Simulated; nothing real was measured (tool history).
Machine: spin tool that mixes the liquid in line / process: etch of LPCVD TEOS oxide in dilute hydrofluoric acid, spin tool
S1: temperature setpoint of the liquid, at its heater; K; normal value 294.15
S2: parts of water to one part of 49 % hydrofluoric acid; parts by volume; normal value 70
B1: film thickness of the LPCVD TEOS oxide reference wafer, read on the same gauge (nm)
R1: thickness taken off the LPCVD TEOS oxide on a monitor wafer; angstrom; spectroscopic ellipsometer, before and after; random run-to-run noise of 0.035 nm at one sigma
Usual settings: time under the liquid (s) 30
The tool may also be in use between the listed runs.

Run 1, hour 0.0: usual settings but S1 292.15 K, S2 65 parts by volume; B1 150.00. Result: R1 103.5 angstrom.
At hour 54.4: gauge calibrated.
Run 2, hour 57.7: usual settings but S1 292.15 K, S2 65 parts by volume; B1 150.02. Result: R1 103.7 angstrom.
Run 3, hour 134.3: usual settings but S1 290.15 K, time under the liquid (s) 45; B1 150.00. Result: R1 131.2 angstrom.
Run 4, hour 175.1: usual settings but S1 290.15 K, time under the liquid (s) 45; B1 150.00. Result: R1 130.9 angstrom.
Run 5, hour 220.6: usual settings but S1 290.65 K; B1 149.99. Result: R1 89.2 angstrom.
Run 6, hour 315.0: usual settings but S1 292.65 K; B1 149.98. Result: R1 97.1 angstrom.
Run 7, hour 405.3: usual settings; B1 150.01. Result: R1 103.3 angstrom.
Run 8, hour 445.1: usual settings but time under the liquid (s) 20; B1 149.97. Result: R1 68.5 angstrom.
Run 9, hour 541.2: usual settings but time under the liquid (s) 20; B1 149.95. Result: R1 68.0 angstrom.
Run 10, hour 633.2: usual settings but time under the liquid (s) 20; B1 150.00. Result: R1 68.6 angstrom.
Run 11, hour 682.1: usual settings but S1 291.15 K, S2 80 parts by volume; B1 149.97. Result: R1 77.8 angstrom.
Run 12, hour 771.9: usual settings but S1 291.15 K, S2 80 parts by volume; B1 150.01. Result: R1 77.7 angstrom.
Run 13, hour 809.8: usual settings but S1 290.65 K, time under the liquid (s) 20; B1 149.98. Result: R1 58.8 angstrom.
Run 14, hour 879.6: usual settings but S1 290.65 K, time under the liquid (s) 20; B1 150.00. Result: R1 58.8 angstrom.
Run 15, hour 983.7: usual settings but S1 292.15 K, S2 45 parts by volume, time under the liquid (s) 15; B1 150.01. Result: R1 74.8 angstrom.
Run 16, hour 1040.9: usual settings but S2 60 parts by volume, time under the liquid (s) 45; B1 150.03. Result: R1 179.7 angstrom.
Run 17, hour 1126.1: usual settings but time under the liquid (s) 40; B1 149.98. Result: R1 135.3 angstrom.
Run 18, hour 1298.7: usual settings; B1 149.97. Result: R1 101.1 angstrom.
At hour 1350.2: thermometer replaced.
Run 19, hour 1360.0: usual settings but S1 292.65 K, S2 90 parts by volume, time under the liquid (s) 45; B1 149.99. Result: R1 107.6 angstrom.
Run 20, hour 1455.0: usual settings but S1 290.15 K, S2 80 parts by volume, time under the liquid (s) 50; B1 149.99. Result: R1 123.4 angstrom.
At hour 1513.0: hydrofluoric acid flow meter replaced.
At hour 1528.0: gauge calibrated.
Run 21, hour 1546.2: usual settings but time under the liquid (s) 15; B1 149.96. Result: R1 51.8 angstrom.
Run 22, hour 1606.8: usual settings but time under the liquid (s) 20; B1 150.02. Result: R1 69.4 angstrom.
Run 23, hour 1702.4: usual settings; B1 150.00. Result: R1 103.8 angstrom.
Run 24, hour 1756.0: usual settings; B1 150.04. Result: R1 104.2 angstrom.
Run 25, hour 1852.3: usual settings but S1 296.65 K, S2 50 parts by volume, time under the liquid (s) 15; B1 149.98. Result: R1 83.0 angstrom.
Run 26, hour 1899.7: usual settings but S1 290.65 K, time under the liquid (s) 20; B1 150.03. Result: R1 59.7 angstrom.
Run 27, hour 1950.0: usual settings; B1 149.99. Result: R1 104.0 angstrom.
Run 28, hour 2009.3: usual settings but S2 105 parts by volume; B1 149.98. Result: R1 66.3 angstrom.
Run 29, hour 2091.5: usual settings but S1 298.65 K; B1 149.98. Result: R1 124.3 angstrom.
Run 30, hour 2156.6: usual settings but S1 295.65 K, S2 45 parts by volume, time under the liquid (s) 40; B1 149.99. Result: R1 235.3 angstrom.
Run 31, hour 2243.2: usual settings but S1 295.65 K, S2 55 parts by volume, time under the liquid (s) 25; B1 150.00. Result: R1 117.9 angstrom.
Run 32, hour 2289.3: usual settings; B1 150.01. Result: R1 102.4 angstrom.

Below are 5 alternative next runs, each starting from the tool's condition after run 32. Predict each:
Run A, hour 2289.7: usual settings; B1 ?. Result: R1 ?.
Run B, hour 2289.7: usual settings but S2 105 parts by volume, time under the liquid (s) 45; B1 ?. Result: R1 ?.
Run C, hour 2289.7: usual settings but S1 291.15 K, S2 55 parts by volume, time under the liquid (s) 15; B1 ?. Result: R1 ?.
Run D, hour 2289.7: usual settings but S1 296.65 K; B1 ?. Result: R1 ?.
Run E, hour 2289.7: usual settings but S1 290.15 K, S2 60 parts by volume; B1 ?. Result: R1 ?.

run      B1     R1
  A  150.02  102.5
  B  150.02   98.4
  C  150.02   58.5
  D  150.02  113.6
  E  150.02  102.2
With no hidden state in the tool, these same runs would have given:
run     R1
  A  104.7
  B  100.5
  C   59.7
  D  116.0
  E  104.3
